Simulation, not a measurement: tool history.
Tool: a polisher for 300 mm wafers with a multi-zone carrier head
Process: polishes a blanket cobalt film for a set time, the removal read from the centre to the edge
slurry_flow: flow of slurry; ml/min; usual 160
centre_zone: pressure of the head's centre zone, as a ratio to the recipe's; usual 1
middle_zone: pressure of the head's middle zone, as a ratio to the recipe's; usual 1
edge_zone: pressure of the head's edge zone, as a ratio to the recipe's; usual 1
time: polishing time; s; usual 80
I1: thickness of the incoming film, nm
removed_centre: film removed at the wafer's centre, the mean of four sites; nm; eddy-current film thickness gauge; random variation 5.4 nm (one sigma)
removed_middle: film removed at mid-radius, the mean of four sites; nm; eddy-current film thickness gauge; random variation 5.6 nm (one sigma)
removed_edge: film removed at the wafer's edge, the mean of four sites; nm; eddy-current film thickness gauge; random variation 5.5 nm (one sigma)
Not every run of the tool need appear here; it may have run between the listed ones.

Run 1, day 0: usual settings but middle_zone 0.94; I1 1418.7. Result: removed_centre 480.6 nm, removed_middle 442.3 nm, removed_edge 474.6 nm.
Run 2, day 2.3: usual settings but edge_zone 0.94, time 92 s; I1 1386.8. Result: removed_centre 546.5 nm, removed_middle 539.7 nm, removed_edge 528.8 nm.
At day 2.471: edge zone pressure recalibrated.
Run 3, day 5.021: usual settings but slurry_flow 135 ml/min, middle_zone 1.08, time 95 s; I1 1383.8. Result: removed_centre 543.2 nm, removed_middle 572.2 nm, removed_edge 546.4 nm.
Run 4, day 7.612: usual settings but middle_zone 0.91, edge_zone 1.06; I1 1386.1. Result: removed_centre 471 nm, removed_middle 422.7 nm, removed_edge 483.6 nm.
At day 9.538: carrier head's membrane replaced by a new one.
At day 14.142: worn pad replaced by a new one.
Run 5, day 14.758: usual settings; I1 1397. Result: removed_centre 492 nm, removed_middle 478.3 nm, removed_edge 492.7 nm.
At day 21.421: centre zone pressure recalibrated.
Run 6, day 26.771: usual settings but edge_zone 1.07; I1 1381.1. Result: removed_centre 455 nm, removed_middle 443.4 nm, removed_edge 485 nm.
At day 29.975: slurry nozzle cleaned.
Run 7, day 30.192: usual settings but middle_zone 1.1, edge_zone 1.07; I1 1402.9. Result: removed_centre 480.3 nm, removed_middle 498.7 nm, removed_edge 498.3 nm.
Run 8, day 32.092: usual settings; I1 1390.1. Result: removed_centre 473.7 nm, removed_middle 463 nm, removed_edge 480.5 nm.
Run 9, day 33.95: usual settings but slurry_flow 200 ml/min, middle_zone 1.09, edge_zone 0.91; I1 1406.8. Result: removed_centre 495.1 nm, removed_middle 517.2 nm, removed_edge 461.8 nm.
Run 10, day 38.429: usual settings; I1 1392.6. Result: removed_centre 468.8 nm, removed_middle 452.5 nm, removed_edge 466.3 nm.
Run 11, day 40.046: usual settings; I1 1418.2. Result: removed_centre 468.5 nm, removed_middle 450.2 nm, removed_edge 461.8 nm.
At day 41.425: worn pad replaced by a new one.
Run 12, day 43.775: usual settings but slurry_flow 140 ml/min, middle_zone 1.05, edge_zone 0.95, time 57 s; I1 1380.6. Result: removed_centre 331.9 nm, removed_middle 337.5 nm, removed_edge 334.3 nm.
Run 13, day 45.433: usual settings but slurry_flow 190 ml/min, centre_zone 1.09; I1 1372.2. Result: removed_centre 525.7 nm, removed_middle 480.9 nm, removed_edge 491.6 nm.
Run 14, day 47.925: usual settings; I1 1389. Result: removed_centre 468.1 nm, removed_middle 454.4 nm, removed_edge 478.6 nm.
At day 48.596: centre zone pressure recalibrated.
At day 49.225: carrier head's membrane replaced by a new one.
Run 15, day 49.538: usual settings but slurry_flow 195 ml/min, edge_zone 0.95, time 94 s; I1 1388.6. Result: removed_centre 567.9 nm, removed_middle 541.7 nm, removed_edge 556.6 nm.
Run 16, day 51.688: usual settings but centre_zone 0.96, time 100 s; I1 1387.1. Result: removed_centre 556.5 nm, removed_middle 551.1 nm, removed_edge 569.2 nm.
Run 17, day 53.717: usual settings; I1 1394.9. Result: removed_centre 461.3 nm, removed_middle 448.8 nm, removed_edge 458 nm.
Run 18, day 57.162: usual settings but centre_zone 0.94; I1 1413.2. Result: removed_centre 423.1 nm, removed_middle 435.5 nm, removed_edge 455.3 nm.
At day 60.533: slurry nozzle cleaned.
Run 19, day 62.429: usual settings but slurry_flow 190 ml/min, edge_zone 0.91, time 103 s; I1 1390.3. Result: removed_centre 638.5 nm, removed_middle 618.8 nm, removed_edge 595.6 nm.
Run 20, day 65.196: usual settings but slurry_flow 140 ml/min, centre_zone 0.95; I1 1424.1. Result: removed_centre 447.3 nm, removed_middle 450.4 nm, removed_edge 465.5 nm.
At day 67.683: edge zone pressure recalibrated.
Run 21, day 67.992: usual settings; I1 1387. Result: removed_centre 473.2 nm, removed_middle 468.6 nm, removed_edge 468.2 nm.
At day 71.958: worn pad replaced by a new one.
Run 22, day 72.133: usual settings; I1 1388.4. Result: removed_centre 496.1 nm, removed_middle 477 nm, removed_edge 492.2 nm.
At day 75.071: centre zone pressure recalibrated.
Run 23, day 76.038: usual settings but centre_zone 1.09, middle_zone 1.04, edge_zone 1.03; I1 1401. Result: removed_centre 522.1 nm, removed_middle 478.2 nm, removed_edge 495.9 nm.

Alternative continuations, all from the tool just after run 23; predict every row:
Run A, day 76.054: usual settings; I1 1384.4. Result: removed_centre ?, removed_middle ?, removed_edge ?.
Run B, day 76.054: usual settings but edge_zone 0.88; I1 1384.4. Result: removed_centre ?, removed_middle ?, removed_edge ?.
Run C, day 76.054: usual settings but slurry_flow 130 ml/min, centre_zone 0.92, edge_zone 1.06; I1 1384.4. Result: removed_centre ?, removed_middle ?, removed_edge ?.

run  removed_centre  removed_middle  removed_edge
  A           486.6           467.1         480.3
  B           486.6           467.1         452.4
  C           429.9           445.8         478.3
The same runs, with their run-to-run variation unchanged, on a tool lacking any hidden condition would have given:
run  removed_centre  removed_middle  removed_edge
  A           518.1           495.2         504.7
  B           518.1           495.2         475.4
  C           461.4           475.9         504.7
